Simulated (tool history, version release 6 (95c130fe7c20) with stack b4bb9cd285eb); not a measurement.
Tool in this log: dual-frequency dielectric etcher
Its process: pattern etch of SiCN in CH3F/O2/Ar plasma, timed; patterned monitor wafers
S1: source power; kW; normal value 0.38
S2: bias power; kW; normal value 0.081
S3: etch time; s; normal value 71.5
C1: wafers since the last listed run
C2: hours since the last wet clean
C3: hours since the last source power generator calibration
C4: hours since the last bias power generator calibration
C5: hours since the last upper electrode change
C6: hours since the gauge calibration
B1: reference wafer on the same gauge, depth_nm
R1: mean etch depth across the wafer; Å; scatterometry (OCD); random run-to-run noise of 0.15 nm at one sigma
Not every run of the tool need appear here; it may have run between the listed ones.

run   hour    S1     S2    S3   C1     C2      C3      C4      C5     C6     B1     R1
  1      0  0.34  0.066  71.5    0  302.2  3541.1  5199.9  3303.6  227.8  30.89  251.4
  2   47.6  0.38  0.081  71.5  690  349.8  3588.7  5247.5  3351.2  275.4  30.92    277
  3  114.9  0.38  0.081  71.5  976  417.1    3656  5314.8  3418.5  342.7  30.86  276.6
  4  142.3  0.38  0.081  71.5  397  444.5  3683.4  5342.2  3445.9  370.1  30.94  273.3
     175.2  -- source power generator calibrated
  5  191.4  0.38  0.081  71.5  654  493.6    16.2  5391.3    3495  419.2  30.91  272.2
     224.3  -- bias power generator calibrated
  6  231.9  0.31  0.081  71.5  529  534.1    56.7     7.6  3535.5  459.7   30.9  256.9
     266.5  -- wet clean of the chamber
  7  296.6  0.38  0.081  71.5  590   30.1   121.4    72.3  3600.2  524.4  30.93  287.4
     304.9  -- gauge calibrated
  8  341.9   0.3  0.081    55  657   75.4   166.7   117.6  3645.5     37   30.9    207
  9  369.6  0.48  0.087    87  401  103.1   194.4   145.3  3673.2   64.7  30.89  383.1
 10    399  0.38  0.081  71.5  426  132.5   223.8   174.7  3702.6   94.1  30.86  285.6
     427.7  -- upper electrode replaced
 11  437.1  0.38  0.081  62.5  204  170.6   261.9   212.8     9.4  132.2  30.91  247.5
 12  464.7  0.35  0.087  62.5  400  198.2   289.5   240.4      37  159.8  30.88  248.1
 13  517.9  0.38  0.081  71.5  771  251.4   342.7   293.6    90.2    213   30.9  282.9
 14  554.4  0.33  0.073  71.5  529  287.9   379.2   330.1   126.7  249.5  30.88  260.1

3 options for the next run, each taken on its own from the tool as it stands now. Forecast them:
  A  554.8  0.38  0.081  79.5   5  288.3  379.6  330.5  127.1  249.9   ?   ?
  B  554.8  0.28  0.081  84.5   5  288.3  379.6  330.5  127.1  249.9   ?   ?
  C  554.8  0.38  0.065    91   5  288.3  379.6  330.5  127.1  249.9   ?   ?

run     B1     R1
  A  30.93  312.6
  B  30.93  304.8
  C  30.93  333.4
Stripped of hidden state, with their random variation kept, the same runs would have yielded:
run     R1
  A  321.1
  B    313
  C  342.4
